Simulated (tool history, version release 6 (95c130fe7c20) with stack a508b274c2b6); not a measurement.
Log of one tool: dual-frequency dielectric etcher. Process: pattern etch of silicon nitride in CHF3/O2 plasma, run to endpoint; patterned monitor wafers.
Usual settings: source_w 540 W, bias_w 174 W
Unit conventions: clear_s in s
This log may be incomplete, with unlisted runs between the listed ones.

run    hour  source_w  bias_w  wafers since the last listed run  hours since the last wet clean  hours since the last source power generator calibration  hours since the last bias power generator calibration  hours since the last upper electrode change  incoming incoming film thickness, nm  clear_s
  1     0.0       540     204                                 0                           305.0                                                   1099.0                                                 1410.4                                       2410.1                                  64.8     41.8
  2    54.6       600     151                               512                           359.6                                                   1153.6                                                 1465.0                                       2464.7                                  64.9     43.0
  3   114.4       600     151                               561                           419.4                                                   1213.4                                                 1524.8                                       2524.5                                  64.7     42.8
  4   178.6       620     174                               602                           483.6                                                   1277.6                                                 1589.0                                       2588.7                                  64.2     40.5
  5   215.7       620     174                               348                           520.7                                                   1314.7                                                 1626.1                                       2625.8                                  64.5     40.4
  6   268.5       540     174                               495                           573.5                                                   1367.5                                                 1678.9                                       2678.6                                  64.0     42.3
  7   301.6       540     174                               310                           606.6                                                   1400.6                                                 1712.0                                       2711.7                                  64.1     42.4
      331.5  -- wet clean of the chamber
  8   370.8       540     174                               424                            39.3                                                   1469.8                                                 1781.2                                       2780.9                                  65.0     44.3
  9   429.2       540     174                               548                            97.7                                                   1528.2                                                 1839.6                                       2839.3                                  64.9     44.2
 10   473.6       540     174                               416                           142.1                                                   1572.6                                                 1884.0                                       2883.7                                  65.4     44.2
 11   536.7       540     145                               592                           205.2                                                   1635.7                                                 1947.1                                       2946.8                                  65.0     45.7
      590.1  -- upper electrode replaced
 12   590.6       540     145                               280                           259.1                                                   1689.6                                                 2001.0                                          0.5                                  64.3     45.2
 13   601.6       540     174                               103                           270.1                                                   1700.6                                                 2012.0                                         11.5                                  64.8     43.7
 14   654.1       540     174                               492                           322.6                                                   1753.1                                                 2064.5                                         64.0                                  64.6     43.3
 15   679.3       540     174                               236                           347.8                                                   1778.3                                                 2089.7                                         89.2                                  64.7     42.9
 16   749.2       540     174                               656                           417.7                                                   1848.2                                                 2159.6                                        159.1                                  63.9     42.5
 17   813.3       540     174                               601                           481.8                                                   1912.3                                                 2223.7                                        223.2                                  64.3     42.3
 18   859.0       540     174                               428                           527.5                                                   1958.0                                                 2269.4                                        268.9                                  64.7     42.7
 19   918.5       540     174                               558                           587.0                                                   2017.5                                                 2328.9                                        328.4                                  64.7     42.3
 20   954.9       490     139                               341                           623.4                                                   2053.9                                                 2365.3                                        364.8                                  64.2     46.6
     1008.8  -- wet clean of the chamber
 21  1024.3       500     143                               426                            15.5                                                   2123.3                                                 2434.7                                        434.2                                  64.0     47.9
     1039.4  -- source power generator calibrated
     1051.4  -- bias power generator calibrated
 22  1094.4       670     152                               582                            85.6                                                     55.0                                                   43.0                                        504.3                                  65.0     41.2
 23  1137.1       490     162                               400                           128.3                                                     97.7                                                   85.7                                        547.0                                  64.8     46.2
 24  1203.0       450     193                               618                           194.2                                                    163.6                                                  151.6                                        612.9                                  64.8     45.0
 25  1247.6       610     152                               418                           238.8                                                    208.2                                                  196.2                                        657.5                                  64.7     42.6
 26  1272.6       650     213                               234                           263.8                                                    233.2                                                  221.2                                        682.5                                  64.8     37.4
 27  1333.2       670     163                               568                           324.4                                                    293.8                                                  281.8                                        743.1                                  64.9     39.7
 28  1358.8       600     154                               240                           350.0                                                    319.4                                                  307.4                                        768.7                                  64.3     42.1
 29  1419.5       450     140                               569                           410.7                                                    380.1                                                  368.1                                        829.4                                  64.7     49.1
 30  1484.3       540     174                               608                           475.5                                                    444.9                                                  432.9                                        894.2                                  64.6     42.6
 31  1534.7       540     174                               473                           525.9                                                    495.3                                                  483.3                                        944.6                                  64.9     42.8
 32  1563.9       440     174                               274                           555.1                                                    524.5                                                  512.5                                        973.8                                  64.5     45.7
 33  1614.5       540     174                               474                           605.7                                                    575.1                                                  563.1                                       1024.4                                  64.0     41.7
 34  1670.1       540     174                               521                           661.3                                                    630.7                                                  618.7                                       1080.0                                  64.8     42.3
     1728.0  -- wet clean of the chamber
 35  1818.4       590     174                              1166                            90.4                                                    779.0                                                  767.0                                       1228.3                                  64.9     41.8

Consider 4 possible next runs. They are alternatives, not a sequence: every one starts from the tool as it was left by run 35. What does each give?
  A  1818.8       540     174                                 3                            90.8                                                    779.4                                                  767.4                                       1228.7                                  64.7        ?
  B  1818.8       590     140                                 3                            90.8                                                    779.4                                                  767.4                                       1228.7                                  64.7        ?
  C  1818.8       630     191                                 3                            90.8                                                    779.4                                                  767.4                                       1228.7                                  64.7        ?
  D  1818.8       460     132                                 3                            90.8                                                    779.4                                                  767.4                                       1228.7                                  64.7        ?

run  clear_s
  A     43.0
  B     44.0
  C     39.3
  D     49.6
Had the tool no hidden state, the same runs would have come out as:
run  clear_s
  A     43.1
  B     44.1
  C     39.4
  D     49.7
